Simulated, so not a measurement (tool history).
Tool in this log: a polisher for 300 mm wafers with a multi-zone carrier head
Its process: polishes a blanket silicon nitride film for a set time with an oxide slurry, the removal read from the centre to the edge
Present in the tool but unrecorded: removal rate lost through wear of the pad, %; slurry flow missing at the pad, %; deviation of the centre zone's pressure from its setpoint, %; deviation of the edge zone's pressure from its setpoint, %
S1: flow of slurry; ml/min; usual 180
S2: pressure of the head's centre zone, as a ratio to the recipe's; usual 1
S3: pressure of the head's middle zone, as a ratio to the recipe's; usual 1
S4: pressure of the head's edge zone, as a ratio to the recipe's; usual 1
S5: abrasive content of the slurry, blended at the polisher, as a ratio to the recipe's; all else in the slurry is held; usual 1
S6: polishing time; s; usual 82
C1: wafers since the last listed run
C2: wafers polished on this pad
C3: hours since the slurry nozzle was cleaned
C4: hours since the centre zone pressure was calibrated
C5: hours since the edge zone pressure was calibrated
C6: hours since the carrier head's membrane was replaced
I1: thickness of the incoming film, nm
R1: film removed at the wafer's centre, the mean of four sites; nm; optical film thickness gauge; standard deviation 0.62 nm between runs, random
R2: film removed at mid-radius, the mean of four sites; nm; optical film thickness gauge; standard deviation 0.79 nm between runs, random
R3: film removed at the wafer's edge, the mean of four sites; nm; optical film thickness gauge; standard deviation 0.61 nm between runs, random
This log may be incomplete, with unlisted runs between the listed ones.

run 1 day=0 | S1=180 S2=1 S3=1 S4=1 S5=1 S6=63 | C1=0 C2=1234 C3=317.5 C4=480.8 C5=948.6 C6=502.3 | I1=275 | R1=46.8 R2=44.1 R3=46
-- day=0.329 worn pad replaced by a new one
run 2 day=1.1 | S1=180 S2=0.9 S3=1 S4=1 S5=1 S6=82 | C1=182 C2=150 C3=343.9 C4=507.2 C5=975 C6=528.7 | I1=268.4 | R1=53.7 R2=58.4 R3=61.3
-- day=2.2 centre zone pressure recalibrated
run 3 day=2.221 | S1=180 S2=1 S3=1 S4=1 S5=1 S6=82 | C1=203 C2=353 C3=370.8 C4=0.5 C5=1001.9 C6=555.6 | I1=270.5 | R1=58.5 R2=58.7 R3=60.1
run 4 day=2.733 | S1=180 S2=1 S3=1 S4=1 S5=1 S6=82 | C1=100 C2=454 C3=383.1 C4=12.8 C5=1014.2 C6=567.9 | I1=268.8 | R1=58.8 R2=56.9 R3=61.3
run 5 day=3.283 | S1=180 S2=1 S3=1 S4=1 S5=1 S6=82 | C1=107 C2=561 C3=396.3 C4=26 C5=1027.4 C6=581.1 | I1=270.1 | R1=58.8 R2=57.5 R3=59
run 6 day=4.329 | S1=120 S2=1.06 S3=1 S4=1 S5=1 S6=82 | C1=204 C2=766 C3=421.4 C4=51.1 C5=1052.5 C6=606.2 | I1=268.6 | R1=56.4 R2=54.2 R3=56.1
run 7 day=5.1 | S1=180 S2=1 S3=1 S4=1 S5=1 S6=82 | C1=150 C2=917 C3=439.9 C4=69.6 C5=1071 C6=624.7 | I1=269.5 | R1=59.8 R2=57.2 R3=60
-- day=5.492 edge zone pressure recalibrated
run 8 day=6.092 | S1=180 S2=1 S3=1 S4=1 S5=1 S6=82 | C1=177 C2=1095 C3=463.7 C4=93.4 C5=14.4 C6=648.5 | I1=267.3 | R1=58.3 R2=56.8 R3=59.3
run 9 day=6.592 | S1=180 S2=1.08 S3=1.11 S4=1.07 S5=1 S6=82 | C1=97 C2=1193 C3=475.7 C4=105.4 C5=26.4 C6=660.5 | I1=274 | R1=62.1 R2=62.1 R3=61
-- day=7.129 worn pad replaced by a new one
-- day=7.579 carrier head's membrane replaced by a new one
run 10 day=7.85 | S1=140 S2=1 S3=1.06 S4=0.9 S5=1 S6=82 | C1=173 C2=100 C3=505.9 C4=135.6 C5=56.6 C6=6.5 | I1=271.8 | R1=54.2 R2=57.3 R3=54.5
run 11 day=9.308 | S1=130 S2=1.09 S3=1 S4=1 S5=1.1 S6=66 | C1=285 C2=386 C3=540.9 C4=170.6 C5=91.6 C6=41.5 | I1=264.3 | R1=48.5 R2=44.6 R3=47.3
run 12 day=10.288 | S1=235 S2=0.9 S3=1 S4=1 S5=1 S6=82 | C1=191 C2=577 C3=564.4 C4=194.1 C5=115.1 C6=65 | I1=269 | R1=55.1 R2=60.2 R3=60.8
run 13 day=11.283 | S1=200 S2=1 S3=1 S4=1.11 S5=1.1 S6=100 | C1=195 C2=772 C3=588.3 C4=218 C5=139 C6=88.9 | I1=269.9 | R1=74.4 R2=75.2 R3=80.1
-- day=11.979 slurry nozzle cleaned
run 14 day=12.1 | S1=180 S2=1 S3=1 S4=1 S5=1 S6=82 | C1=151 C2=924 C3=2.9 C4=237.6 C5=158.6 C6=108.5 | I1=270.9 | R1=59.5 R2=58.9 R3=60.7
-- day=12.95 worn pad replaced by a new one
run 15 day=13.204 | S1=180 S2=1 S3=1 S4=1 S5=1 S6=82 | C1=183 C2=50 C3=29.4 C4=264.1 C5=185.1 C6=135 | I1=271.2 | R1=59.5 R2=59.3 R3=59.3
run 16 day=13.758 | S1=180 S2=0.89 S3=1 S4=0.88 S5=1 S6=82 | C1=108 C2=158 C3=42.7 C4=277.4 C5=198.4 C6=148.3 | I1=269.5 | R1=53.6 R2=57.7 R3=57.2
run 17 day=15.158 | S1=180 S2=0.93 S3=1 S4=1 S5=0.7 S6=82 | C1=274 C2=432 C3=76.3 C4=311 C5=232 C6=181.9 | I1=271.2 | R1=45.3 R2=49.1 R3=48.7
run 18 day=15.754 | S1=180 S2=1 S3=1 S4=1 S5=1 S6=82 | C1=116 C2=549 C3=90.6 C4=325.3 C5=246.3 C6=196.2 | I1=268.4 | R1=59.6 R2=58.8 R3=59.9
run 19 day=16.371 | S1=200 S2=1 S3=0.95 S4=1 S5=1 S6=82 | C1=120 C2=670 C3=105.4 C4=340.1 C5=261.1 C6=211 | I1=268.3 | R1=60.7 R2=57.4 R3=61.5
run 20 day=17.438 | S1=180 S2=0.89 S3=1 S4=0.88 S5=1 S6=82 | C1=208 C2=879 C3=131 C4=365.7 C5=286.7 C6=236.6 | I1=269.8 | R1=53 R2=57.6 R3=57.5
run 21 day=18.671 | S1=180 S2=1 S3=1 S4=1.04 S5=1 S6=82 | C1=241 C2=1120 C3=160.6 C4=395.3 C5=316.3 C6=266.2 | I1=264.5 | R1=60 R2=59.5 R3=60.2
-- day=19.021 centre zone pressure recalibrated
-- day=19.771 worn pad replaced by a new one
run 22 day=20.046 | S1=180 S2=1 S3=1 S4=1 S5=1.1 S6=82 | C1=220 C2=53 C3=193.6 C4=24.6 C5=349.3 C6=299.2 | I1=267.4 | R1=62.1 R2=61.9 R3=62.4

Alternative continuations, all from the tool just after run 22; predict every row:
run A day=20.067 | S1=180 S2=0.88 S3=1 S4=1 S5=1 S6=82 | C1=4 C2=57 C3=194.1 C4=25.1 C5=349.8 C6=299.7 | I1=267.9 | R1=? R2=? R3=?
run B day=20.067 | S1=180 S2=1 S3=1.04 S4=1 S5=1 S6=95 | C1=4 C2=57 C3=194.1 C4=25.1 C5=349.8 C6=299.7 | I1=267.9 | R1=? R2=? R3=?
run C day=20.067 | S1=180 S2=1 S3=1.04 S4=1.08 S5=1.25 S6=82 | C1=4 C2=57 C3=194.1 C4=25.1 C5=349.8 C6=299.7 | I1=267.9 | R1=? R2=? R3=?
run D day=20.067 | S1=135 S2=1 S3=1 S4=1 S5=0.8 S6=82 | C1=4 C2=57 C3=194.1 C4=25.1 C5=349.8 C6=299.7 | I1=267.9 | R1=? R2=? R3=?

run=A R1=51.6 R2=59.8 R3=59.7
run=B R1=67.2 R2=71.6 R3=69.1
run=C R1=64.3 R2=68.6 R3=68.7
run=D R1=48.3 R2=50.2 R3=50.9
Take away the tool's hidden state, keep each run's random variation, and the runs would have read:
run=A R1=52.3 R2=60.6 R3=60.2
run=B R1=68.1 R2=72.5 R3=69.7
run=C R1=65.2 R2=69.4 R3=69.3
run=D R1=49.2 R2=51 R3=51.4
